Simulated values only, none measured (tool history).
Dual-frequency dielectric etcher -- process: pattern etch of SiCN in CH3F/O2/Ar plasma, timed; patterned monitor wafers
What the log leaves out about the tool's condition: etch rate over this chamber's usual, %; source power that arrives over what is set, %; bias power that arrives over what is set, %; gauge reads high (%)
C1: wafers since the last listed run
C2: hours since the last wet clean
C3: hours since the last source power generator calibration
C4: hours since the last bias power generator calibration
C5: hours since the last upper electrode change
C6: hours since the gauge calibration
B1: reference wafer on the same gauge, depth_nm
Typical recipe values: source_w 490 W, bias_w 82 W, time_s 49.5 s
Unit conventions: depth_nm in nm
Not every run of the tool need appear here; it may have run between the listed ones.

Run 1, day 0.000: usual settings; C1 0; C2 224.4; C3 3903.8; C4 3515.9; C5 3084.0; C6 2234.9; B1 19.77. Result: depth_nm 22.40 nm.
Run 2, day 2.225: usual settings; C1 426; C2 277.8; C3 3957.2; C4 3569.3; C5 3137.4; C6 2288.3; B1 19.83. Result: depth_nm 22.65 nm.
Run 3, day 3.883: usual settings; C1 317; C2 317.6; C3 3997.0; C4 3609.1; C5 3177.2; C6 2328.1; B1 19.77. Result: depth_nm 22.66 nm.
At day 6.033: gauge calibrated.
Run 4, day 6.675: usual settings; C1 535; C2 384.6; C3 4064.0; C4 3676.1; C5 3244.2; C6 15.4; B1 19.82. Result: depth_nm 22.39 nm.
Run 5, day 9.300: usual settings but time_s 56.0 s; C1 503; C2 447.6; C3 4127.0; C4 3739.1; C5 3307.2; C6 78.4; B1 19.77. Result: depth_nm 25.17 nm.
At day 12.904: upper electrode replaced.
Run 6, day 13.479: usual settings but time_s 56.0 s; C1 609; C2 547.9; C3 4227.3; C4 3839.4; C5 13.8; C6 178.7; B1 19.83. Result: depth_nm 25.09 nm.
Run 7, day 17.321: usual settings but source_w 550 W, time_s 55.5 s; C1 736; C2 640.1; C3 4319.5; C4 3931.6; C5 106.0; C6 270.9; B1 19.79. Result: depth_nm 25.90 nm.
Run 8, day 20.242: usual settings but source_w 550 W, time_s 55.5 s; C1 559; C2 710.2; C3 4389.6; C4 4001.7; C5 176.1; C6 341.0; B1 19.81. Result: depth_nm 25.78 nm.
At day 21.400: bias power generator calibrated.
At day 21.483: wet clean of the chamber.
Run 9, day 23.033: usual settings but source_w 550 W, time_s 55.5 s; C1 486; C2 37.2; C3 4456.6; C4 39.2; C5 243.1; C6 408.0; B1 19.77. Result: depth_nm 26.98 nm.
Run 10, day 26.392: usual settings; C1 643; C2 117.8; C3 4537.2; C4 119.8; C5 323.7; C6 488.6; B1 19.72. Result: depth_nm 23.05 nm.
Run 11, day 28.208: usual settings but source_w 430 W, bias_w 90 W; C1 348; C2 161.4; C3 4580.8; C4 163.4; C5 367.3; C6 532.2; B1 19.82. Result: depth_nm 22.48 nm.
Run 12, day 30.217: usual settings but source_w 530 W; C1 384; C2 209.6; C3 4629.0; C4 211.6; C5 415.5; C6 580.4; B1 19.75. Result: depth_nm 23.28 nm.
Run 13, day 32.892: usual settings but source_w 550 W, time_s 35.5 s; C1 512; C2 273.8; C3 4693.2; C4 275.8; C5 479.7; C6 644.6; B1 19.84. Result: depth_nm 17.10 nm.
Run 14, day 35.321: usual settings but source_w 450 W, bias_w 66 W, time_s 58.5 s; C1 465; C2 332.1; C3 4751.5; C4 334.1; C5 538.0; C6 702.9; B1 19.82. Result: depth_nm 24.18 nm.
Run 15, day 40.150: usual settings but source_w 420 W, bias_w 71 W; C1 925; C2 448.0; C3 4867.4; C4 450.0; C5 653.9; C6 818.8; B1 19.78. Result: depth_nm 20.34 nm.
Run 16, day 41.725: usual settings but bias_w 100 W; C1 301; C2 485.8; C3 4905.2; C4 487.8; C5 691.7; C6 856.6; B1 19.81. Result: depth_nm 23.52 nm.
Run 17, day 45.175: usual settings but time_s 35.0 s; C1 661; C2 568.6; C3 4988.0; C4 570.6; C5 774.5; C6 939.4; B1 19.86. Result: depth_nm 15.85 nm.
Run 18, day 48.167: usual settings; C1 573; C2 640.4; C3 5059.8; C4 642.4; C5 846.3; C6 1011.2; B1 19.78. Result: depth_nm 21.99 nm.
At day 50.283: wet clean of the chamber.
Run 19, day 52.029: usual settings; C1 548; C2 41.9; C3 5152.5; C4 735.1; C5 939.0; C6 1103.9; B1 19.77. Result: depth_nm 23.37 nm.
Run 20, day 54.188: usual settings; C1 413; C2 93.7; C3 5204.3; C4 786.9; C5 990.8; C6 1155.7; B1 19.76. Result: depth_nm 23.15 nm.
Run 21, day 56.317: usual settings but source_w 560 W, bias_w 93 W, time_s 54.0 s; C1 408; C2 144.8; C3 5255.4; C4 838.0; C5 1041.9; C6 1206.8; B1 19.75. Result: depth_nm 27.27 nm.
At day 64.496: source power generator calibrated.
Run 22, day 65.704: usual settings but source_w 380 W; C1 1767; C2 370.1; C3 29.0; C4 1063.3; C5 1267.2; C6 1432.1; B1 19.84. Result: depth_nm 20.39 nm.
Run 23, day 70.075: usual settings but source_w 380 W, time_s 57.0 s; C1 837; C2 475.0; C3 133.9; C4 1168.2; C5 1372.1; C6 1537.0; B1 19.75. Result: depth_nm 23.27 nm.
Run 24, day 73.962: usual settings but source_w 570 W, bias_w 102 W, time_s 36.5 s; C1 745; C2 568.3; C3 227.2; C4 1261.5; C5 1465.4; C6 1630.3; B1 19.82. Result: depth_nm 18.56 nm.
At day 75.533: wet clean of the chamber.
Run 25, day 76.829: usual settings but source_w 450 W, bias_w 66 W, time_s 58.5 s; C1 357; C2 31.1; C3 296.0; C4 1330.3; C5 1534.2; C6 1699.1; B1 19.82. Result: depth_nm 25.11 nm.
Run 26, day 80.188: usual settings; C1 643; C2 111.7; C3 376.6; C4 1410.9; C5 1614.8; C6 1779.7; B1 19.77. Result: depth_nm 23.12 nm.
Run 27, day 84.521: usual settings but source_w 560 W, time_s 38.0 s; C1 830; C2 215.7; C3 480.6; C4 1514.9; C5 1718.8; C6 1883.7; B1 19.73. Result: depth_nm 18.63 nm.
Run 28, day 87.596: usual settings; C1 589; C2 289.5; C3 554.4; C4 1588.7; C5 1792.6; C6 1957.5; B1 19.90. Result: depth_nm 23.00 nm.
Run 29, day 91.392: usual settings but source_w 520 W, bias_w 96 W, time_s 38.5 s; C1 727; C2 380.6; C3 645.5; C4 1679.8; C5 1883.7; C6 2048.6; B1 19.77. Result: depth_nm 18.64 nm.
Run 30, day 93.388: usual settings but source_w 390 W, bias_w 73 W, time_s 44.5 s; C1 382; C2 428.5; C3 693.4; C4 1727.7; C5 1931.6; C6 2096.5; B1 19.88. Result: depth_nm 17.91 nm.
Run 31, day 95.396: usual settings but source_w 560 W, time_s 38.0 s; C1 384; C2 476.7; C3 741.6; C4 1775.9; C5 1979.8; C6 2144.7; B1 19.79. Result: depth_nm 17.97 nm.

Consider 3 possible next runs. They are alternatives, not a sequence: every one starts from the tool as it was left by run 31. What does each give?
Run A, day 95.412: usual settings but source_w 390 W; C1 3; C2 477.1; C3 742.0; C4 1776.3; C5 1980.2; C6 2145.1; B1 ?. Result: depth_nm ?.
Run B, day 95.412: usual settings but bias_w 74 W; C1 3; C2 477.1; C3 742.0; C4 1776.3; C5 1980.2; C6 2145.1; B1 ?. Result: depth_nm ?.
Run C, day 95.412: usual settings but bias_w 62 W, time_s 58.5 s; C1 3; C2 477.1; C3 742.0; C4 1776.3; C5 1980.2; C6 2145.1; B1 ?. Result: depth_nm ?.

run     B1  depth_nm
  A  19.81     20.50
  B  19.81     21.77
  C  19.81     24.61
Take away the tool's hidden state, keep each run's random variation, and the runs would have read:
run  depth_nm
  A     21.22
  B     22.52
  C     25.46
